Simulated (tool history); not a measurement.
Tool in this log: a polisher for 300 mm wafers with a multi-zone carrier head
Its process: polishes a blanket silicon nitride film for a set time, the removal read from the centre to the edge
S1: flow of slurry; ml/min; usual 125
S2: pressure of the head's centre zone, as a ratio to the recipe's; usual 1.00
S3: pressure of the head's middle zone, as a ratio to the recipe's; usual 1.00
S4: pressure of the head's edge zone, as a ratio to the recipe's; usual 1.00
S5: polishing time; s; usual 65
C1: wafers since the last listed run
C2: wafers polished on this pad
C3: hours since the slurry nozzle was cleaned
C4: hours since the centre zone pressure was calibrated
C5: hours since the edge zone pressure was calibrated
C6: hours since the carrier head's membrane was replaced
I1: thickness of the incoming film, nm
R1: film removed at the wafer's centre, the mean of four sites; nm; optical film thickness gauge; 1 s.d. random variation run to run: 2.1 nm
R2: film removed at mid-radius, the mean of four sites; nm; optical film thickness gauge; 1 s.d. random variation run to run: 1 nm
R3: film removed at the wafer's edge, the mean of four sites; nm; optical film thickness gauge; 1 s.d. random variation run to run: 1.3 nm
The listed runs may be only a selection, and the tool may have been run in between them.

Run 1, day 0.000: usual settings but S1 95 ml/min; C1 0; C2 1005; C3 187.9; C4 810.1; C5 179.5; C6 514.2; I1 481.5. Result: R1 134.6 nm, R2 133.5 nm, R3 139.9 nm.
Run 2, day 1.508: usual settings but S1 95 ml/min; C1 280; C2 1286; C3 224.1; C4 846.3; C5 215.7; C6 550.4; I1 497.6. Result: R1 135.3 nm, R2 134.1 nm, R3 138.8 nm.
At day 4.208: carrier head's membrane replaced by a new one.
Run 3, day 4.354: usual settings; C1 490; C2 1777; C3 292.4; C4 914.6; C5 284.0; C6 3.5; I1 493.7. Result: R1 144.6 nm, R2 144.1 nm, R3 147.1 nm.
Run 4, day 6.708: usual settings; C1 438; C2 2215; C3 348.9; C4 971.1; C5 340.5; C6 60.0; I1 483.4. Result: R1 147.5 nm, R2 146.2 nm, R3 148.8 nm.
At day 8.138: slurry nozzle cleaned.
Run 5, day 8.967: usual settings; C1 412; C2 2627; C3 19.9; C4 1025.3; C5 394.7; C6 114.2; I1 483.1. Result: R1 145.2 nm, R2 142.3 nm, R3 147.1 nm.
At day 10.067: edge zone pressure recalibrated.
At day 10.646: worn pad replaced by a new one.
Run 6, day 13.417: usual settings; C1 781; C2 515; C3 126.7; C4 1132.1; C5 80.4; C6 221.0; I1 496.9. Result: R1 150.0 nm, R2 145.4 nm, R3 146.3 nm.
At day 14.342: centre zone pressure recalibrated.
Run 7, day 16.758: usual settings but S1 105 ml/min, S2 0.88, S4 0.93, S5 84 s; C1 606; C2 1122; C3 206.9; C4 58.0; C5 160.6; C6 301.2; I1 486.6. Result: R1 155.5 nm, R2 177.2 nm, R3 177.1 nm.
Run 8, day 20.546: usual settings but S1 105 ml/min, S2 0.88, S4 0.89; C1 704; C2 1826; C3 297.8; C4 148.9; C5 251.5; C6 392.1; I1 491.5. Result: R1 122.3 nm, R2 137.6 nm, R3 135.4 nm.
Run 9, day 23.208: usual settings; C1 495; C2 2322; C3 361.7; C4 212.8; C5 315.4; C6 456.0; I1 488.6. Result: R1 146.8 nm, R2 144.4 nm, R3 146.0 nm.
At day 23.829: slurry nozzle cleaned.
At day 26.462: worn pad replaced by a new one.
Run 10, day 27.400: usual settings but S4 0.91, S5 43 s; C1 741; C2 174; C3 85.7; C4 313.4; C5 416.0; C6 556.6; I1 487.6. Result: R1 98.8 nm, R2 96.6 nm, R3 92.8 nm.
At day 28.808: edge zone pressure recalibrated.
Run 11, day 29.325: usual settings; C1 342; C2 517; C3 131.9; C4 359.6; C5 12.4; C6 602.8; I1 492.1. Result: R1 147.3 nm, R2 144.4 nm, R3 145.4 nm.
Run 12, day 31.688: usual settings but S2 0.94; C1 439; C2 956; C3 188.6; C4 416.3; C5 69.1; C6 659.5; I1 484.8. Result: R1 138.8 nm, R2 146.4 nm, R3 147.3 nm.
At day 32.604: carrier head's membrane replaced by a new one.
Run 13, day 35.208: usual settings but S1 155 ml/min, S3 0.90, S4 1.04, S5 85 s; C1 616; C2 1573; C3 273.1; C4 500.8; C5 153.6; C6 62.5; I1 489.5. Result: R1 200.7 nm, R2 187.9 nm, R3 201.2 nm.
Run 14, day 37.883: usual settings; C1 497; C2 2071; C3 337.3; C4 565.0; C5 217.8; C6 126.7; I1 491.7. Result: R1 147.3 nm, R2 144.1 nm, R3 147.1 nm.
At day 38.883: slurry nozzle cleaned.
Run 15, day 40.883: usual settings but S1 85 ml/min, S4 1.10, S5 46 s; C1 550; C2 2622; C3 48.0; C4 637.0; C5 289.8; C6 198.7; I1 483.2. Result: R1 93.7 nm, R2 89.4 nm, R3 101.0 nm.
At day 42.167: worn pad replaced by a new one.
Run 16, day 43.529: usual settings but S1 165 ml/min, S2 0.92; C1 461; C2 253; C3 111.5; C4 700.5; C5 353.3; C6 262.2; I1 493.0. Result: R1 145.7 nm, R2 153.7 nm, R3 154.8 nm.
Run 17, day 45.238: usual settings; C1 317; C2 571; C3 152.5; C4 741.5; C5 394.3; C6 303.2; I1 486.3. Result: R1 143.5 nm, R2 145.0 nm, R3 148.5 nm.
Run 18, day 46.833: usual settings but S2 1.11, S5 85 s; C1 297; C2 868; C3 190.8; C4 779.8; C5 432.6; C6 341.5; I1 493.5. Result: R1 213.8 nm, R2 187.2 nm, R3 190.6 nm.
At day 47.408: edge zone pressure recalibrated.
Run 19, day 50.583: usual settings but S2 1.05, S4 1.09; C1 682; C2 1550; C3 280.8; C4 869.8; C5 76.2; C6 431.5; I1 483.4. Result: R1 155.0 nm, R2 144.9 nm, R3 153.7 nm.
Run 20, day 52.288: usual settings; C1 317; C2 1867; C3 321.7; C4 910.7; C5 117.1; C6 472.4; I1 496.3. Result: R1 150.0 nm, R2 144.8 nm, R3 145.5 nm.
Run 21, day 55.308: usual settings but S5 81 s; C1 562; C2 2430; C3 394.2; C4 983.2; C5 189.6; C6 544.9; I1 498.6. Result: R1 181.5 nm, R2 181.0 nm, R3 183.2 nm.

Describe how what the log doesn't record of the tool's condition differs between the last listed run preceding each entry between runs and the first listed run following it.
Logged between run 2 and run 3: carrier head's membrane replaced by a new one (day 4.208)
  nothing in the hidden state changes from one run to the other
Logged between run 4 and run 5: slurry nozzle cleaned (day 8.138)
  nothing in the hidden state changes from one run to the other
Logged between run 5 and run 6: edge zone pressure recalibrated (day 10.067); worn pad replaced by a new one (day 10.646)
  nothing in the hidden state changes from one run to the other
Logged between run 6 and run 7: centre zone pressure recalibrated (day 14.342)
  nothing in the hidden state changes from one run to the other
Logged between run 9 and run 10: slurry nozzle cleaned (day 23.829); worn pad replaced by a new one (day 26.462)
  nothing in the hidden state changes from one run to the other
Logged between run 10 and run 11: edge zone pressure recalibrated (day 28.808)
  nothing in the hidden state changes from one run to the other
Logged between run 12 and run 13: carrier head's membrane replaced by a new one (day 32.604)
  nothing in the hidden state changes from one run to the other
Logged between run 14 and run 15: slurry nozzle cleaned (day 38.883)
  nothing in the hidden state changes from one run to the other
Logged between run 15 and run 16: worn pad replaced by a new one (day 42.167)
  nothing in the hidden state changes from one run to the other
Logged between run 18 and run 19: edge zone pressure recalibrated (day 47.408)
  nothing in the hidden state changes from one run to the other
